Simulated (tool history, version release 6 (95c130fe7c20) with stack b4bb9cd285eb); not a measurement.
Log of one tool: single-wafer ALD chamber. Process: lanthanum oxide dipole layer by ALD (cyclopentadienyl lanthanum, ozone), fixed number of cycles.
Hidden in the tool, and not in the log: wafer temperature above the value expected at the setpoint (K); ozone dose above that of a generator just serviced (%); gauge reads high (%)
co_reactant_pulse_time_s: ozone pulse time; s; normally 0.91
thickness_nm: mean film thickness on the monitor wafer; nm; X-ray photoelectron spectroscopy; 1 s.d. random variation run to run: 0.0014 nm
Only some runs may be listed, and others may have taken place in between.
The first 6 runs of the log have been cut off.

run,hour,co_reactant_pulse_time_s,wafers since the last listed run,hours since the last thermocouple change,hours since the last ozone generator service,hours since the showerhead was replaced,hours since the gauge calibration,"read-back reference wafer on the same gauge, thickness_nm",thickness_nm
7,145.7,0.91,492,2452.0,824.1,5932.4,656.2,0.416,0.462
8,177.8,0.91,532,2484.1,856.2,5964.5,688.3,0.416,0.460
9,210.8,0.91,547,2517.1,889.2,5997.5,721.3,0.416,0.460
# hour 234.1: thermocouple changed; heater temperature recalibrated
10,234.6,0.82,262,0.5,913.0,6021.3,745.1,0.416,0.452
11,264.4,0.82,494,30.3,942.8,6051.1,774.9,0.416,0.452
# hour 285.2: ozone generator serviced
12,289.9,1.16,290,55.8,4.7,6076.6,800.4,0.416,0.488
13,305.3,0.67,255,71.2,20.1,6092.0,815.8,0.416,0.444
14,337.5,1.14,534,103.4,52.3,6124.2,848.0,0.416,0.489
# hour 352.6: showerhead replaced, of another model than before
15,366.2,0.91,343,132.1,81.0,13.6,876.7,0.416,0.465
16,395.3,1.17,482,161.2,110.1,42.7,905.8,0.415,0.499
17,425.6,0.91,502,191.5,140.4,73.0,936.1,0.416,0.463
18,443.1,1.06,290,209.0,157.9,90.5,953.6,0.416,0.483
19,462.1,1.13,315,228.0,176.9,109.5,972.6,0.416,0.496
20,474.2,1.09,200,240.1,189.0,121.6,984.7,0.416,0.487
21,486.3,0.61,200,252.2,201.1,133.7,996.8,0.416,0.399
22,520.0,0.79,559,285.9,234.8,167.4,1030.5,0.416,0.440
23,538.0,0.57,298,303.9,252.8,185.4,1048.5,0.416,0.386
24,552.6,0.91,242,318.5,267.4,200.0,1063.1,0.416,0.459

What will run 25 give?
25,579.6,1.12,448,345.5,294.4,227.0,1090.1,?,?

Run 25 gave read-back reference wafer on the same gauge, thickness_nm 0.416, thickness_nm 0.490 nm.
The same run, on a tool lacking any hidden state, would have yielded thickness_nm 0.498 nm.
